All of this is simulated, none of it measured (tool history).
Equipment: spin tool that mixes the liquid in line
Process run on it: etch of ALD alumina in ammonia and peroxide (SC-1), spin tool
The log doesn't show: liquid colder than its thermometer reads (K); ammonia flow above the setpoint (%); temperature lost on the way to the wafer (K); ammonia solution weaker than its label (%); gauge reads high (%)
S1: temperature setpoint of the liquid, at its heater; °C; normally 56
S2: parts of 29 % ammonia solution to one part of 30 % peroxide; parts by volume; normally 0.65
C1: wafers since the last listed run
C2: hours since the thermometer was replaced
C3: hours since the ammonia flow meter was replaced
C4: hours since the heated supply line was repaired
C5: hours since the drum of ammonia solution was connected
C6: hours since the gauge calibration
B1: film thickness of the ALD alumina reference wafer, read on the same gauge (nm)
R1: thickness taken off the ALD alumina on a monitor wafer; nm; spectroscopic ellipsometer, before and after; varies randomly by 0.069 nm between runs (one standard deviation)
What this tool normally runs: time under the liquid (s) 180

Run 1, hour 0: usual settings but S2 0.45 parts by volume; C1 0; C2 10.9; C3 1223.9; C4 2987.6; C5 775.3; C6 94.6; B1 119.99. Result: R1 7.82 nm.
Run 2, hour 14.1: usual settings but S2 0.45 parts by volume; C1 129; C2 25; C3 1238; C4 3001.7; C5 789.4; C6 108.7; B1 119.98. Result: R1 7.7 nm.
Run 3, hour 25.9: usual settings but S2 0.45 parts by volume; C1 108; C2 36.8; C3 1249.8; C4 3013.5; C5 801.2; C6 120.5; B1 120.03. Result: R1 7.61 nm.
At hour 42.1: new drum of ammonia solution connected.
Run 4, hour 43.2: usual settings; C1 149; C2 54.1; C3 1267.1; C4 3030.8; C5 1.1; C6 137.8; B1 119.97. Result: R1 7.82 nm.
Run 5, hour 53.7: usual settings; C1 96; C2 64.6; C3 1277.6; C4 3041.3; C5 11.6; C6 148.3; B1 120.02. Result: R1 8 nm.
Run 6, hour 62.7: usual settings; C1 82; C2 73.6; C3 1286.6; C4 3050.3; C5 20.6; C6 157.3; B1 120. Result: R1 8.03 nm.
Run 7, hour 80.1: usual settings; C1 159; C2 91; C3 1304; C4 3067.7; C5 38; C6 174.7; B1 119.97. Result: R1 7.82 nm.
Run 8, hour 86.2: usual settings; C1 56; C2 97.1; C3 1310.1; C4 3073.8; C5 44.1; C6 180.8; B1 120.01. Result: R1 7.83 nm.
Run 9, hour 95.3: usual settings but S1 46.5 °C; C1 83; C2 106.2; C3 1319.2; C4 3082.9; C5 53.2; C6 189.9; B1 119.97. Result: R1 4.7 nm.
At hour 104.5: heated supply line repaired.
At hour 106.5: thermometer replaced, repeated, since the last time left the tool worse.
Run 10, hour 107: usual settings but S1 52 °C; C1 89; C2 0.5; C3 1330.9; C4 2.5; C5 64.9; C6 201.6; B1 119.98. Result: R1 7.53 nm.
At hour 134.6: ammonia flow meter replaced.
Run 11, hour 153.6: usual settings but S1 61 °C, S2 0.9 parts by volume, time under the liquid (s) 125; C1 419; C2 47.1; C3 19; C4 49.1; C5 111.5; C6 248.2; B1 120.01. Result: R1 8.62 nm.
Run 12, hour 168.5: usual settings but S1 53.5 °C, S2 0.4 parts by volume, time under the liquid (s) 255; C1 136; C2 62; C3 33.9; C4 64; C5 126.4; C6 263.1; B1 119.99. Result: R1 11.01 nm.
At hour 179.2: gauge calibrated.
Run 13, hour 185: usual settings; C1 151; C2 78.5; C3 50.4; C4 80.5; C5 142.9; C6 5.8; B1 119.99. Result: R1 9.29 nm.
Run 14, hour 193.2: usual settings but S1 58.5 °C; C1 75; C2 86.7; C3 58.6; C4 88.7; C5 151.1; C6 14; B1 120.02. Result: R1 10.52 nm.
Run 15, hour 200.1: usual settings but S1 51 °C, S2 0.85 parts by volume; C1 63; C2 93.6; C3 65.5; C4 95.6; C5 158; C6 20.9; B1 119.97. Result: R1 7.22 nm.
Run 16, hour 216.8: usual settings but S1 59 °C, time under the liquid (s) 280; C1 153; C2 110.3; C3 82.2; C4 112.3; C5 174.7; C6 37.6; B1 120.03. Result: R1 16.57 nm.
Run 17, hour 232.6: usual settings but S2 0.9 parts by volume, time under the liquid (s) 210; C1 145; C2 126.1; C3 98; C4 128.1; C5 190.5; C6 53.4; B1 120.01. Result: R1 11.17 nm.
Run 18, hour 240: usual settings but S1 52.5 °C, S2 0.5 parts by volume, time under the liquid (s) 280; C1 68; C2 133.5; C3 105.4; C4 135.5; C5 197.9; C6 60.8; B1 119.97. Result: R1 11.47 nm.
Run 19, hour 250.8: usual settings but S1 59.5 °C, time under the liquid (s) 150; C1 99; C2 144.3; C3 116.2; C4 146.3; C5 208.7; C6 71.6; B1 119.99. Result: R1 9.21 nm.
Run 20, hour 258: usual settings but S1 62 °C, S2 0.55 parts by volume, time under the liquid (s) 75; C1 66; C2 151.5; C3 123.4; C4 153.5; C5 215.9; C6 78.8; B1 119.98. Result: R1 5.06 nm.
Run 21, hour 269.1: usual settings; C1 102; C2 162.6; C3 134.5; C4 164.6; C5 227; C6 89.9; B1 120.01. Result: R1 9.24 nm.
Run 22, hour 278.7: usual settings but S2 0.9 parts by volume; C1 88; C2 172.2; C3 144.1; C4 174.2; C5 236.6; C6 99.5; B1 119.98. Result: R1 9.48 nm.
Run 23, hour 299: usual settings but S1 53 °C, time under the liquid (s) 125; C1 186; C2 192.5; C3 164.4; C4 194.5; C5 256.9; C6 119.8; B1 119.98. Result: R1 5.44 nm.
Run 24, hour 305.9: usual settings but time under the liquid (s) 235; C1 63; C2 199.4; C3 171.3; C4 201.4; C5 263.8; C6 126.7; B1 120. Result: R1 11.88 nm.
Run 25, hour 320.9: usual settings but S1 46.5 °C, S2 0.8 parts by volume, time under the liquid (s) 220; C1 137; C2 214.4; C3 186.3; C4 216.4; C5 278.8; C6 141.7; B1 120. Result: R1 6.76 nm.

Entry by entry between the runs, the difference in hidden state between the last listed run before and the first listed run after:
Run 3 -> run 4: new drum of ammonia solution connected (hour 42.1)
  liquid colder than its thermometer reads (K): 3.14 -> 3.16
  measured less the result without the state, R1: -1.39 -> -1.44 nm
Run 9 -> run 10: heated supply line repaired (hour 104.5); thermometer replaced, repeated, since the last time left the tool worse (hour 106.5)
  liquid colder than its thermometer reads (K): 3.24 -> 0.212
  measured less the result without the state, R1: -0.95 -> -0.08 nm
Run 10 -> run 11: ammonia flow meter replaced (hour 134.6)
  liquid colder than its thermometer reads (K): 0.212 -> 0.277
  measured less the result without the state, R1: -0.08 -> -0.12 nm
Run 12 -> run 13: gauge calibrated (hour 179.2)
  liquid colder than its thermometer reads (K): 0.298 -> 0.321
  measured less the result without the state, R1: -0.18 -> -0.16 nm
